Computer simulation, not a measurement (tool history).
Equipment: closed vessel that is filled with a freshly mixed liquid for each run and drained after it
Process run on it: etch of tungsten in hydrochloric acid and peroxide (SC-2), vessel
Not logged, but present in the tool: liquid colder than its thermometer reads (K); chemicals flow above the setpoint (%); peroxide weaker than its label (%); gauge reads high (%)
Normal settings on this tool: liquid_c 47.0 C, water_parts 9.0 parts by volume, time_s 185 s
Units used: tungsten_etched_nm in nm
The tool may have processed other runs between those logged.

run,hour,liquid_c,water_parts,time_s,wafers since the last listed run,hours since the thermometer was replaced,hours since the chemicals flow meter was replaced,hours since the drum of peroxide was connected,hours since the gauge calibration,"read-back film thickness of the tungsten reference wafer, read on the same gauge (nm)",tungsten_etched_nm
1,0.0,47.0,6.0,185,0,611.9,957.2,43.0,1208.0,96.46,27.92
2,25.2,47.0,9.0,185,3128,637.1,982.4,68.2,1233.2,96.45,19.92
3,69.8,47.0,9.0,185,5536,681.7,1027.0,112.8,1277.8,96.39,20.02
4,94.9,47.0,9.0,185,3116,706.8,1052.1,137.9,1302.9,96.35,20.06
5,136.2,47.0,9.0,185,5127,748.1,1093.4,179.2,1344.2,96.33,19.99
6,166.7,47.0,9.0,185,3786,778.6,1123.9,209.7,1374.7,96.27,20.35
7,234.6,47.0,9.0,185,8429,846.5,1191.8,277.6,1442.6,96.23,20.03
8,276.7,47.0,9.0,185,5226,888.6,1233.9,319.7,1484.7,96.20,20.09
9,333.6,47.0,9.0,185,7063,945.5,1290.8,376.6,1541.6,96.14,20.27
10,358.3,43.5,9.0,185,3066,970.2,1315.5,401.3,1566.3,96.12,15.79
11,425.4,40.5,6.5,185,8330,1037.3,1382.6,468.4,1633.4,96.04,16.53
12,460.6,41.5,10.5,135,4369,1072.5,1417.8,503.6,1668.6,96.06,8.74
# hour 480.8: chemicals flow meter replaced
13,518.5,40.5,5.5,185,7063,1130.4,37.7,561.5,1726.5,96.03,18.71
14,581.5,47.0,9.0,245,7821,1193.4,100.7,624.5,1789.5,95.97,26.61
15,633.5,44.0,6.5,185,6455,1245.4,152.7,676.5,1841.5,95.98,21.27
16,664.3,47.0,9.0,230,3823,1276.2,183.5,707.3,1872.3,95.94,24.88
17,741.1,55.5,9.0,185,9534,1353.0,260.3,784.1,1949.1,95.92,35.04
18,771.7,47.0,9.0,185,3798,1383.6,290.9,814.7,1979.7,95.89,19.94
19,806.3,47.0,9.0,185,4295,1418.2,325.5,849.3,2014.3,95.87,19.99
# hour 827.2: new drum of peroxide connected
# hour 844.8: thermometer replaced
20,848.5,47.0,12.0,135,4990,3.7,367.7,21.3,2056.5,95.89,11.51
# hour 862.2: gauge calibrated
21,886.8,55.5,9.0,185,4754,42.0,406.0,59.6,24.6,99.49,36.55
22,945.1,52.5,9.0,85,7237,100.3,464.3,117.9,82.9,99.13,13.79
23,1003.9,53.0,12.0,185,7299,159.1,523.1,176.7,141.7,98.80,24.32
24,1033.8,54.5,5.0,285,3711,189.0,553.0,206.6,171.6,98.63,81.72
25,1066.0,53.0,9.0,185,3997,221.2,585.2,238.8,203.8,98.50,30.78
26,1130.9,52.0,9.0,245,8057,286.1,650.1,303.7,268.7,98.16,37.92
27,1157.3,47.0,9.0,185,3277,312.5,676.5,330.1,295.1,98.05,20.40
28,1190.0,50.5,5.5,220,4059,345.2,709.2,362.8,327.8,97.94,45.25
29,1230.1,47.0,9.0,185,4978,385.3,749.3,402.9,367.9,97.74,20.42

What if the next run were any one of these 5? Each begins from the tool's condition after run 29:
A,1230.8,47.0,9.0,185,86,386.0,750.0,403.6,368.6,?,?
B,1230.8,47.0,11.5,95,86,386.0,750.0,403.6,368.6,?,?
C,1230.8,51.0,11.0,115,86,386.0,750.0,403.6,368.6,?,?
D,1230.8,47.0,12.5,185,86,386.0,750.0,403.6,368.6,?,?
E,1230.8,37.5,9.0,185,86,386.0,750.0,403.6,368.6,?,?

run,"read-back film thickness of the tungsten reference wafer, read on the same gauge (nm)",tungsten_etched_nm
A,97.75,20.44
B,97.75,8.55
C,97.75,14.06
D,97.75,15.51
E,97.75,10.51
Without the tool's unlogged condition, the same runs would have read:
run,tungsten_etched_nm
A,20.91
B,8.75
C,14.38
D,15.86
E,10.75
